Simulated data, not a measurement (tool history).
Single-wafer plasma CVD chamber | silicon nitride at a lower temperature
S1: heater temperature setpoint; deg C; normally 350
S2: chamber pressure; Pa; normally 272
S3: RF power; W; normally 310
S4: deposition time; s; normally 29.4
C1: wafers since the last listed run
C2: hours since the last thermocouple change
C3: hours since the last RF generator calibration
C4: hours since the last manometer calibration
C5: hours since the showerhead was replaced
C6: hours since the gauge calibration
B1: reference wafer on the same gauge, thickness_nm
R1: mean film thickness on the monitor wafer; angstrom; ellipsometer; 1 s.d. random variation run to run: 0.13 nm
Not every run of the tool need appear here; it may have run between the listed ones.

{"run": 1, "hour": 0.0, "S1": 350, "S2": 272, "S3": 310, "S4": 33.0, "C1": 0, "C2": 1695.4, "C3": 2154.6, "C4": 1834.7, "C5": 2309.6, "C6": 778.4, "B1": 29.161, "R1": 369.96}
{"run": 2, "hour": 62.3, "S1": 350, "S2": 272, "S3": 310, "S4": 33.0, "C1": 1283, "C2": 1757.7, "C3": 2216.9, "C4": 1897.0, "C5": 2371.9, "C6": 840.7, "B1": 29.198, "R1": 369.35}
{"hour": 63.8, "done": "gauge calibrated"}
{"run": 3, "hour": 148.5, "S1": 350, "S2": 255, "S3": 310, "S4": 29.4, "C1": 1775, "C2": 1843.9, "C3": 2303.1, "C4": 1983.2, "C5": 2458.1, "C6": 84.7, "B1": 29.205, "R1": 324.28}
{"run": 4, "hour": 212.1, "S1": 350, "S2": 255, "S3": 310, "S4": 29.4, "C1": 1310, "C2": 1907.5, "C3": 2366.7, "C4": 2046.8, "C5": 2521.7, "C6": 148.3, "B1": 29.193, "R1": 323.6}
{"run": 5, "hour": 288.8, "S1": 350, "S2": 255, "S3": 310, "S4": 29.4, "C1": 1580, "C2": 1984.2, "C3": 2443.4, "C4": 2123.5, "C5": 2598.4, "C6": 225.0, "B1": 29.167, "R1": 321.76}
{"hour": 499.4, "done": "capacitance manometer re-zeroed and calibrated"}
{"hour": 523.2, "done": "RF generator calibrated"}
{"run": 6, "hour": 582.3, "S1": 356, "S2": 272, "S3": 325, "S4": 29.4, "C1": 5717, "C2": 2277.7, "C3": 59.1, "C4": 82.9, "C5": 2891.9, "C6": 518.5, "B1": 29.217, "R1": 345.59}
{"run": 7, "hour": 664.4, "S1": 350, "S2": 244, "S3": 310, "S4": 29.4, "C1": 1691, "C2": 2359.8, "C3": 141.2, "C4": 165.0, "C5": 2974.0, "C6": 600.6, "B1": 29.219, "R1": 329.2}
{"run": 8, "hour": 717.4, "S1": 350, "S2": 293, "S3": 310, "S4": 29.4, "C1": 1091, "C2": 2412.8, "C3": 194.2, "C4": 218.0, "C5": 3027.0, "C6": 653.6, "B1": 29.167, "R1": 343.28}
{"run": 9, "hour": 763.5, "S1": 350, "S2": 291, "S3": 310, "S4": 25.5, "C1": 949, "C2": 2458.9, "C3": 240.3, "C4": 264.1, "C5": 3073.1, "C6": 699.7, "B1": 29.176, "R1": 298.4}
{"hour": 802.8, "done": "thermocouple changed; heater temperature recalibrated"}
{"run": 10, "hour": 861.5, "S1": 350, "S2": 272, "S3": 310, "S4": 29.4, "C1": 1854, "C2": 58.7, "C3": 338.3, "C4": 362.1, "C5": 3171.1, "C6": 797.7, "B1": 29.207, "R1": 337.98}
{"hour": 886.7, "done": "gauge calibrated"}
{"run": 11, "hour": 935.9, "S1": 350, "S2": 244, "S3": 310, "S4": 29.4, "C1": 1532, "C2": 133.1, "C3": 412.7, "C4": 436.5, "C5": 3245.5, "C6": 49.2, "B1": 29.213, "R1": 332.0}
{"hour": 988.6, "done": "showerhead replaced"}
{"run": 12, "hour": 1029.2, "S1": 335, "S2": 252, "S3": 355, "S4": 29.4, "C1": 1757, "C2": 226.4, "C3": 506.0, "C4": 529.8, "C5": 40.6, "C6": 142.5, "B1": 29.193, "R1": 356.12}
{"run": 13, "hour": 1080.7, "S1": 350, "S2": 215, "S3": 310, "S4": 29.4, "C1": 1061, "C2": 277.9, "C3": 557.5, "C4": 581.3, "C5": 92.1, "C6": 194.0, "B1": 29.21, "R1": 320.18}
{"run": 14, "hour": 1172.6, "S1": 350, "S2": 272, "S3": 310, "S4": 35.0, "C1": 1893, "C2": 369.8, "C3": 649.4, "C4": 673.2, "C5": 184.0, "C6": 285.9, "B1": 29.208, "R1": 402.1}
{"run": 15, "hour": 1251.8, "S1": 350, "S2": 317, "S3": 310, "S4": 29.4, "C1": 1631, "C2": 449.0, "C3": 728.6, "C4": 752.4, "C5": 263.2, "C6": 365.1, "B1": 29.202, "R1": 350.68}

The logged runs with the hidden state left out (each run's random variation unchanged):
The tool's hidden condition here consists of: wafer temperature above the value expected at the setpoint (K); delivered RF power above the setpoint (%); true pressure above the setpoint (%); gauge reads high (%).
run=1 R1=381.76
run=2 R1=381.81
run=3 R1=336.10
run=4 R1=336.06
run=5 R1=334.97
run=6 R1=346.85
run=7 R1=330.44
run=8 R1=344.60
run=9 R1=299.59
run=10 R1=339.45
run=11 R1=333.55
run=12 R1=357.91
run=13 R1=321.96
run=14 R1=404.62
run=15 R1=353.12
